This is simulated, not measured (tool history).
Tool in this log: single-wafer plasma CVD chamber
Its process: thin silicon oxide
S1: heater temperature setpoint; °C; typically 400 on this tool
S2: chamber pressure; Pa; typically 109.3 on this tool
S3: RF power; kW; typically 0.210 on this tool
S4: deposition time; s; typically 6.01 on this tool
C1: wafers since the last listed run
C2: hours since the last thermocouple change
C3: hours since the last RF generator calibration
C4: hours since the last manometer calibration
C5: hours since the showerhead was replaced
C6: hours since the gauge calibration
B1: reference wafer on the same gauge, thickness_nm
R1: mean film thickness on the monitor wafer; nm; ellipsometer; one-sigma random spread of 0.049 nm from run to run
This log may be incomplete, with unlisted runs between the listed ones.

run 1 hour=0.0 | S1=410 S2=109.3 S3=0.210 S4=6.76 | C1=0 C2=1146.1 C3=673.1 C4=1942.0 C5=2460.7 C6=65.8 | B1=11.388 | R1=11.436
run 2 hour=23.3 | S1=400 S2=109.3 S3=0.210 S4=6.01 | C1=954 C2=1169.4 C3=696.4 C4=1965.3 C5=2484.0 C6=89.1 | B1=11.388 | R1=10.070
run 3 hour=52.9 | S1=400 S2=109.3 S3=0.190 S4=5.10 | C1=1212 C2=1199.0 C3=726.0 C4=1994.9 C5=2513.6 C6=118.7 | B1=11.386 | R1=8.222
run 4 hour=83.9 | S1=400 S2=109.3 S3=0.190 S4=5.10 | C1=1269 C2=1230.0 C3=757.0 C4=2025.9 C5=2544.6 C6=149.7 | B1=11.405 | R1=8.266
run 5 hour=113.3 | S1=400 S2=109.3 S3=0.210 S4=6.01 | C1=1204 C2=1259.4 C3=786.4 C4=2055.3 C5=2574.0 C6=179.1 | B1=11.417 | R1=10.120
run 6 hour=139.2 | S1=400 S2=109.3 S3=0.210 S4=6.01 | C1=1060 C2=1285.3 C3=812.3 C4=2081.2 C5=2599.9 C6=205.0 | B1=11.407 | R1=10.002
run 7 hour=169.6 | S1=400 S2=109.3 S3=0.210 S4=6.01 | C1=1245 C2=1315.7 C3=842.7 C4=2111.6 C5=2630.3 C6=235.4 | B1=11.414 | R1=10.077
run 8 hour=202.3 | S1=400 S2=109.3 S3=0.210 S4=6.01 | C1=1339 C2=1348.4 C3=875.4 C4=2144.3 C5=2663.0 C6=268.1 | B1=11.405 | R1=10.124
run 9 hour=220.9 | S1=400 S2=109.3 S3=0.210 S4=6.01 | C1=761 C2=1367.0 C3=894.0 C4=2162.9 C5=2681.6 C6=286.7 | B1=11.407 | R1=10.082
-- hour=248.2 RF generator calibrated
run 10 hour=248.7 | S1=408 S2=109.3 S3=0.210 S4=6.01 | C1=810 C2=1394.8 C3=0.5 C4=2190.7 C5=2709.4 C6=314.5 | B1=11.424 | R1=10.378
run 11 hour=261.4 | S1=408 S2=109.3 S3=0.210 S4=6.01 | C1=520 C2=1407.5 C3=13.2 C4=2203.4 C5=2722.1 C6=327.2 | B1=11.412 | R1=10.281
run 12 hour=295.9 | S1=408 S2=109.3 S3=0.210 S4=6.01 | C1=1413 C2=1442.0 C3=47.7 C4=2237.9 C5=2756.6 C6=361.7 | B1=11.390 | R1=10.351
run 13 hour=315.0 | S1=400 S2=109.3 S3=0.210 S4=6.01 | C1=782 C2=1461.1 C3=66.8 C4=2257.0 C5=2775.7 C6=380.8 | B1=11.392 | R1=10.332
run 14 hour=341.8 | S1=392 S2=99.9 S3=0.235 S4=5.04 | C1=1097 C2=1487.9 C3=93.6 C4=2283.8 C5=2802.5 C6=407.6 | B1=11.397 | R1=8.561
run 15 hour=358.6 | S1=400 S2=109.3 S3=0.210 S4=6.01 | C1=688 C2=1504.7 C3=110.4 C4=2300.6 C5=2819.3 C6=424.4 | B1=11.414 | R1=10.417
run 16 hour=388.1 | S1=400 S2=109.3 S3=0.210 S4=6.01 | C1=1208 C2=1534.2 C3=139.9 C4=2330.1 C5=2848.8 C6=453.9 | B1=11.389 | R1=10.286
-- hour=411.2 thermocouple changed; heater temperature recalibrated
run 17 hour=416.3 | S1=410 S2=109.3 S3=0.210 S4=6.76 | C1=827 C2=5.1 C3=168.1 C4=2358.3 C5=2877.0 C6=482.1 | B1=11.402 | R1=11.607
run 18 hour=443.9 | S1=400 S2=109.3 S3=0.210 S4=6.01 | C1=1130 C2=32.7 C3=195.7 C4=2385.9 C5=2904.6 C6=509.7 | B1=11.371 | R1=10.303
-- hour=454.0 gauge calibrated
run 19 hour=462.3 | S1=387 S2=109.3 S3=0.235 S4=6.01 | C1=753 C2=51.1 C3=214.1 C4=2404.3 C5=2923.0 C6=8.3 | B1=11.407 | R1=10.818
-- hour=490.8 capacitance manometer re-zeroed and calibrated
run 20 hour=496.2 | S1=400 S2=117.3 S3=0.210 S4=6.01 | C1=1060 C2=85.0 C3=248.0 C4=5.4 C5=2956.9 C6=42.2 | B1=11.406 | R1=10.689
run 21 hour=527.7 | S1=400 S2=109.3 S3=0.210 S4=6.01 | C1=1290 C2=116.5 C3=279.5 C4=36.9 C5=2988.4 C6=73.7 | B1=11.392 | R1=10.299
run 22 hour=544.7 | S1=396 S2=127.6 S3=0.195 S4=5.36 | C1=696 C2=133.5 C3=296.5 C4=53.9 C5=3005.4 C6=90.7 | B1=11.409 | R1=9.752
-- hour=552.9 showerhead replaced
run 23 hour=564.1 | S1=400 S2=109.3 S3=0.210 S4=6.01 | C1=466 C2=152.9 C3=315.9 C4=73.3 C5=11.2 C6=110.1 | B1=11.401 | R1=10.299
run 24 hour=596.8 | S1=407 S2=128.5 S3=0.195 S4=6.51 | C1=1339 C2=185.6 C3=348.6 C4=106.0 C5=43.9 C6=142.8 | B1=11.420 | R1=11.737
run 25 hour=612.6 | S1=404 S2=109.3 S3=0.170 S4=6.91 | C1=647 C2=201.4 C3=364.4 C4=121.8 C5=59.7 C6=158.6 | B1=11.387 | R1=10.917
run 26 hour=633.9 | S1=411 S2=95.3 S3=0.245 S4=5.18 | C1=872 C2=222.7 C3=385.7 C4=143.1 C5=81.0 C6=179.9 | B1=11.405 | R1=8.565
run 27 hour=669.0 | S1=386 S2=109.3 S3=0.210 S4=5.08 | C1=1437 C2=257.8 C3=420.8 C4=178.2 C5=116.1 C6=215.0 | B1=11.413 | R1=8.679
run 28 hour=696.4 | S1=400 S2=109.3 S3=0.180 S4=4.82 | C1=1122 C2=285.2 C3=448.2 C4=205.6 C5=143.5 C6=242.4 | B1=11.413 | R1=7.779

A few steps of R1 between consecutive runs. Split each: what settings, incoming material and random variation would produce without the hidden state, and what is left over for the hidden state, along with gauge scatter present in only one of the two compared results (measured, and without hidden state):
The hidden state here: wafer temperature above the value expected at the setpoint (K); delivered RF power above the setpoint (%); true pressure above the setpoint (%); gauge reads high (%).
Run 4 -> 5: S3 0.190 -> 0.210, S4 5.10 -> 6.01. R1 +1.854 nm: hidden state -0.062, all else +1.916.
Run 9 -> 10: S1 400 -> 408, RF generator calibrated. R1 +0.296 nm: hidden state +0.328, all else -0.032.
Run 14 -> 15: S1 392 -> 400, S2 99.9 -> 109.3, S3 0.235 -> 0.210, S4 5.04 -> 6.01. R1 +1.856 nm: hidden state -0.014, all else +1.870.
Run 25 -> 26: S1 404 -> 411, S2 109.3 -> 95.3, S3 0.170 -> 0.245, S4 6.91 -> 5.18. R1 -2.352 nm: hidden state +0.029, all else -2.381.

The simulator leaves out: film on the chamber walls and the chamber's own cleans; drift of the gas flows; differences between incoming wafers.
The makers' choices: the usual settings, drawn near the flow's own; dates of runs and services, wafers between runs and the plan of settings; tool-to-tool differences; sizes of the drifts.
